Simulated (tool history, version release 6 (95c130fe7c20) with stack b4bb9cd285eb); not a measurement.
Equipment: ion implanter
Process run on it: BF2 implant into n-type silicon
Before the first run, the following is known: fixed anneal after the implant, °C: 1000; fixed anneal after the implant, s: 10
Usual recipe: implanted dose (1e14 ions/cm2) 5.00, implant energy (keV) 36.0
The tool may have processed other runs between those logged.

run   hour  implanted dose (1e14 ions/cm2)  implant energy (keV)  read-back reference wafer on the same gauge, sheet resistance  sheet resistance of the implanted and annealed layer (ohm/square)
  1    0.0                            4.55                  36.0                                                         178.98                                                             246.70
  2    6.4                            4.55                  36.0                                                         178.95                                                             246.83
  3   22.6                            4.55                  36.0                                                         178.85                                                             246.90
  4   39.9                            5.63                  36.0                                                         179.03                                                             206.94
  5   56.3                            5.63                  36.0                                                         179.09                                                             206.69
  6   68.8                            4.02                  27.0                                                         179.04                                                             284.48
  7   85.8                            4.02                  27.0                                                         179.06                                                             284.57
  8   94.4                            4.02                  27.0                                                         179.02                                                             285.86
     106.8  -- gauge calibrated
     112.7  -- extraction supply calibrated
  9  113.2                            4.09                  36.0                                                         179.09                                                             271.63
     129.6  -- Faraday cup replaced and dose calibrated
 10  130.1                            4.09                  36.0                                                         179.10                                                             280.76
 11  130.9                            5.00                  36.0                                                         178.97                                                             235.79
 12  147.0                            5.00                  36.0                                                         179.09                                                             235.35
 13  163.7                            5.70                  42.0                                                         178.95                                                             205.97
     175.0  -- Faraday cup replaced and dose calibrated, repeated, since the last time left the tool worse
 14  175.5                            5.00                  36.0                                                         178.98                                                             222.91
 15  178.8                            5.95                  44.5                                                         178.98                                                             187.20
 16  185.5                            5.00                  36.0                                                         179.09                                                             222.84
 17  216.1                            3.97                  40.5                                                         179.09                                                             268.97
 18  232.4                            6.44                  28.0                                                         178.92                                                             198.82
 19  240.1                            4.02                  25.5                                                         179.01                                                             281.45
 20  252.4                            5.00                  36.0                                                         178.94                                                             222.73
 21  267.5                            4.07                  24.5                                                         179.02                                                             280.09
 22  274.2                            5.00                  46.5                                                         179.07                                                             215.64
 23  283.3                            6.38                  36.0                                                         178.96                                                             185.85
 24  300.0                            6.00                  44.5                                                         178.97                                                             186.46

Consider 3 possible next runs. They are alternatives, not a sequence: every one starts from the tool as it was left by run 24. What does each give?
  A  300.4                            4.60                  36.0                                                              ?                                                                  ?
  B  300.4                            5.44                  36.0                                                              ?                                                                  ?
  C  300.4                            6.28                  36.0                                                              ?                                                                  ?

run  read-back reference wafer on the same gauge, sheet resistance  sheet resistance of the implanted and annealed layer (ohm/square)
  A                                                         178.99                                                             239.27
  B                                                         178.99                                                             208.70
  C                                                         178.99                                                             188.06
Take away the tool's hidden state, keep each run's random variation, and the runs would have read:
run  sheet resistance of the implanted and annealed layer (ohm/square)
  A                                                             239.00
  B                                                             208.50
  C                                                             187.89
